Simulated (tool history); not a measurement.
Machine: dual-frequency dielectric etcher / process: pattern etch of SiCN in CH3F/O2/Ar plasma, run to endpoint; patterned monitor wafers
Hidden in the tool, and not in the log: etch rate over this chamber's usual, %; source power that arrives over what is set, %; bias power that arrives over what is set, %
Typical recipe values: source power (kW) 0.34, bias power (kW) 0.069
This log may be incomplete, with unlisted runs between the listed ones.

run    hour  source power (kW)  bias power (kW)  wafers since the last listed run  hours since the last wet clean  hours since the last source power generator calibration  hours since the last bias power generator calibration  hours since the last upper electrode change  incoming incoming film thickness, nm  endpoint time (s)
  1       0               0.34            0.069                                 0                            90.1                                                   1893.7                                                 1248.5                                       2681.2                                 10.61               32.7
  2   107.6               0.34            0.069                              1540                           197.7                                                   2001.3                                                 1356.1                                       2788.8                                 10.52               32.6
  3     174               0.34            0.069                               950                           264.1                                                   2067.7                                                 1422.5                                       2855.2                                 10.47               32.2
  4   248.9               0.34            0.069                              1072                             339                                                   2142.6                                                 1497.4                                       2930.1                                 10.58               32.5
  5   325.2               0.34            0.069                              1092                           415.3                                                   2218.9                                                 1573.7                                       3006.4                                 10.52               32.3
  6   375.2               0.34             0.08                               716                           465.3                                                   2268.9                                                 1623.7                                       3056.4                                 10.58               30.9
  7   469.9               0.34             0.08                              1356                             560                                                   2363.6                                                 1718.4                                       3151.1                                 10.54                 31
      578.4  -- wet clean of the chamber
  8   578.9                0.4            0.069                              1217                             0.5                                                   2472.6                                                 1827.4                                       3260.1                                 10.51               29.6
  9   609.6                0.4            0.069                               439                            31.2                                                   2503.3                                                 1858.1                                       3290.8                                 10.44               29.6
 10   649.7               0.34            0.069                               574                            71.3                                                   2543.4                                                 1898.2                                       3330.9                                 10.57               32.5
 11   688.9               0.34            0.069                               561                           110.5                                                   2582.6                                                 1937.4                                       3370.1                                  10.6               32.4
 12   731.7               0.34            0.069                               612                           153.3                                                   2625.4                                                 1980.2                                       3412.9                                 10.52               32.6
 13   784.5               0.34            0.069                               756                           206.1                                                   2678.2                                                   2033                                       3465.7                                 10.46               32.1
 14   839.4               0.32            0.069                               786                             261                                                   2733.1                                                 2087.9                                       3520.6                                 10.47               33.7
 15   885.4               0.32            0.069                               658                             307                                                   2779.1                                                 2133.9                                       3566.6                                 10.52               33.4
        924  -- bias power generator calibrated
 16   929.7               0.34            0.069                               577                           351.3                                                   2823.4                                                    5.7                                       3610.9                                 10.52               32.6
 17  1023.2               0.34            0.075                              1338                           444.8                                                   2916.9                                                   99.2                                       3704.4                                 10.54               31.5
 18  1071.1               0.38            0.069                               685                           492.7                                                   2964.8                                                  147.1                                       3752.3                                 10.44               30.4
 19  1125.9               0.34            0.069                               784                           547.5                                                   3019.6                                                  201.9                                       3807.1                                 10.38               32.4
     1205.9  -- upper electrode replaced
     1215.9  -- wet clean of the chamber
 20  1224.7               0.27            0.073                               927                             8.8                                                   3118.4                                                  300.7                                         18.8                                 10.53               36.5
 21  1310.5               0.34            0.069                              1228                            94.6                                                   3204.2                                                  386.5                                        104.6                                 10.54               32.6
 22  1361.7               0.34            0.069                               733                           145.8                                                   3255.4                                                  437.7                                        155.8                                 10.52               32.3
 23  1468.4               0.41            0.056                              1528                           252.5                                                   3362.1                                                  544.4                                        262.5                                 10.59               31.6
 24  1541.2               0.28            0.064                              1042                           325.3                                                   3434.9                                                  617.2                                        335.3                                 10.55               37.3
 25  1743.6               0.36            0.057                              2898                           527.7                                                   3637.3                                                  819.6                                        537.7                                 10.54               33.7
 26    1801               0.37            0.081                               822                           585.1                                                   3694.7                                                    877                                        595.1                                 10.46               29.3
     1855.8  -- wet clean of the chamber
 27  1863.1               0.27            0.086                               545                             7.3                                                   3756.8                                                  939.1                                        657.2                                 10.57               34.8
 28  1929.9               0.34            0.069                               956                            74.1                                                   3823.6                                                 1005.9                                          724                                 10.54               32.5
     1989.6  -- source power generator calibrated
 29  1991.7               0.36            0.057                               827                           135.9                                                      2.1                                                 1067.7                                        785.8                                 10.62               32.9
 30  2083.6               0.38            0.061                              1316                           227.8                                                       94                                                 1159.6                                        877.7                                 10.56               31.5
 31  2124.5               0.34            0.069                               585                           268.7                                                    134.9                                                 1200.5                                        918.6                                 10.47               31.7
 32  2367.1               0.34            0.062                              3474                           511.3                                                    377.5                                                 1443.1                                       1161.2                                 10.48               32.8
 33  2412.6               0.39            0.054                               651                           556.8                                                      423                                                 1488.6                                       1206.7                                 10.45               32.2
     2480.6  -- wet clean of the chamber
 34  2511.9               0.34            0.069                              1078                            31.3                                                    522.3                                                 1587.9                                         1306                                 10.48               31.7
 35  2569.2               0.37            0.069                               820                            88.6                                                    579.6                                                 1645.2                                       1363.3                                 10.49               30.9
 36  2622.5               0.31            0.075                               763                           141.9                                                    632.9                                                 1698.5                                       1416.6                                 10.52               32.7

Hidden state or all else? Some run-to-run changes of endpoint time (s), split into what the settings, what came in and random variation would give without the hidden state, and what is left for the hidden state (with any gauge scatter that isn't in both results):
Run 20 -> 21: source power (kW) 0.27 -> 0.34, bias power (kW) 0.073 -> 0.069. endpoint time (s) -3.9: hidden state -0.2, all else -3.7.
Run 23 -> 24: source power (kW) 0.41 -> 0.28, bias power (kW) 0.056 -> 0.064. endpoint time (s) +5.7: hidden state +0.1, all else +5.6.
Run 25 -> 26: source power (kW) 0.36 -> 0.37, bias power (kW) 0.057 -> 0.081. endpoint time (s) -4.4: hidden state -0.2, all else -4.2.
Run 26 -> 27: source power (kW) 0.37 -> 0.27, bias power (kW) 0.081 -> 0.086, wet clean of the chamber. endpoint time (s) +5.5: hidden state +0.2, all else +5.3.
Run 28 -> 29: source power (kW) 0.34 -> 0.36, bias power (kW) 0.069 -> 0.057, source power generator calibrated. endpoint time (s) +0.4: hidden state -0.9, all else +1.3.
